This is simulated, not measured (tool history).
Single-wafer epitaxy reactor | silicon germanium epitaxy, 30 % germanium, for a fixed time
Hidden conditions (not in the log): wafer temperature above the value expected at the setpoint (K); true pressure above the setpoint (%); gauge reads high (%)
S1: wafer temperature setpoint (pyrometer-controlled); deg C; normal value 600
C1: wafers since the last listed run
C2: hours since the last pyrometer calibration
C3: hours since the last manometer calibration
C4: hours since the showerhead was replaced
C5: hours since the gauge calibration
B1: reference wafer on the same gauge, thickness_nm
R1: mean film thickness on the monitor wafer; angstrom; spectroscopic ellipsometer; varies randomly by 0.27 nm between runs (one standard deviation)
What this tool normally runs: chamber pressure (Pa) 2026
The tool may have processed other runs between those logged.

Run 1, hour 0.0: usual settings; C1 0; C2 1968.1; C3 1944.0; C4 6786.5; C5 45.7; B1 52.758. Result: R1 612.71 angstrom.
Run 2, hour 11.7: usual settings; C1 160; C2 1979.8; C3 1955.7; C4 6798.2; C5 57.4; B1 52.695. Result: R1 615.20 angstrom.
Run 3, hour 27.3: usual settings; C1 213; C2 1995.4; C3 1971.3; C4 6813.8; C5 73.0; B1 52.657. Result: R1 609.74 angstrom.
Run 4, hour 36.0: usual settings; C1 119; C2 2004.1; C3 1980.0; C4 6822.5; C5 81.7; B1 52.808. Result: R1 611.61 angstrom.
Run 5, hour 49.6: usual settings; C1 186; C2 2017.7; C3 1993.6; C4 6836.1; C5 95.3; B1 52.891. Result: R1 611.73 angstrom.
Run 6, hour 63.8: usual settings; C1 194; C2 2031.9; C3 2007.8; C4 6850.3; C5 109.5; B1 52.806. Result: R1 608.67 angstrom.
Run 7, hour 108.8: usual settings but chamber pressure (Pa) 2186; C1 616; C2 2076.9; C3 2052.8; C4 6895.3; C5 154.5; B1 52.623. Result: R1 629.36 angstrom.
Run 8, hour 116.4: usual settings; C1 104; C2 2084.5; C3 2060.4; C4 6902.9; C5 162.1; B1 52.638. Result: R1 605.52 angstrom.
At hour 128.9: showerhead replaced.
Run 9, hour 129.2: usual settings; C1 65; C2 2097.3; C3 2073.2; C4 0.3; C5 174.9; B1 52.621. Result: R1 612.60 angstrom.
At hour 145.0: pyrometer calibrated.
Run 10, hour 145.5: usual settings but S1 605 deg C, chamber pressure (Pa) 2133; C1 113; C2 0.5; C3 2089.5; C4 16.6; C5 191.2; B1 52.701. Result: R1 616.71 angstrom.
At hour 156.1: gauge calibrated.
Run 11, hour 160.1: usual settings but chamber pressure (Pa) 2240; C1 199; C2 15.1; C3 2104.1; C4 31.2; C5 4.0; B1 52.699. Result: R1 563.87 angstrom.
Run 12, hour 171.9: usual settings but chamber pressure (Pa) 2240; C1 161; C2 26.9; C3 2115.9; C4 43.0; C5 15.8; B1 52.772. Result: R1 571.11 angstrom.
Run 13, hour 186.3: usual settings; C1 197; C2 41.3; C3 2130.3; C4 57.4; C5 30.2; B1 52.694. Result: R1 547.57 angstrom.
Run 14, hour 199.4: usual settings; C1 179; C2 54.4; C3 2143.4; C4 70.5; C5 43.3; B1 52.738. Result: R1 552.14 angstrom.
Run 15, hour 216.4: usual settings but S1 604 deg C, chamber pressure (Pa) 1640; C1 232; C2 71.4; C3 2160.4; C4 87.5; C5 60.3; B1 52.627. Result: R1 559.88 angstrom.
Run 16, hour 232.7: usual settings but chamber pressure (Pa) 2293; C1 223; C2 87.7; C3 2176.7; C4 103.8; C5 76.6; B1 52.687. Result: R1 583.09 angstrom.
Run 17, hour 246.0: usual settings; C1 182; C2 101.0; C3 2190.0; C4 117.1; C5 89.9; B1 52.702. Result: R1 556.55 angstrom.
Run 18, hour 261.2: usual settings but S1 605 deg C; C1 208; C2 116.2; C3 2205.2; C4 132.3; C5 105.1; B1 52.805. Result: R1 618.94 angstrom.

Run 19 is up next; what results do you expect?
At hour 276.0: capacitance manometer re-zeroed and calibrated.
Run 19, hour 277.8: usual settings but S1 604 deg C; C1 117; C2 132.8; C3 1.8; C4 148.9; C5 121.7; B1 ?. Result: R1 ?.

{"run 19": {"B1": 52.844, "R1": 609.25}}
With no hidden state in the tool, this same run would have given R1 591.55 angstrom.
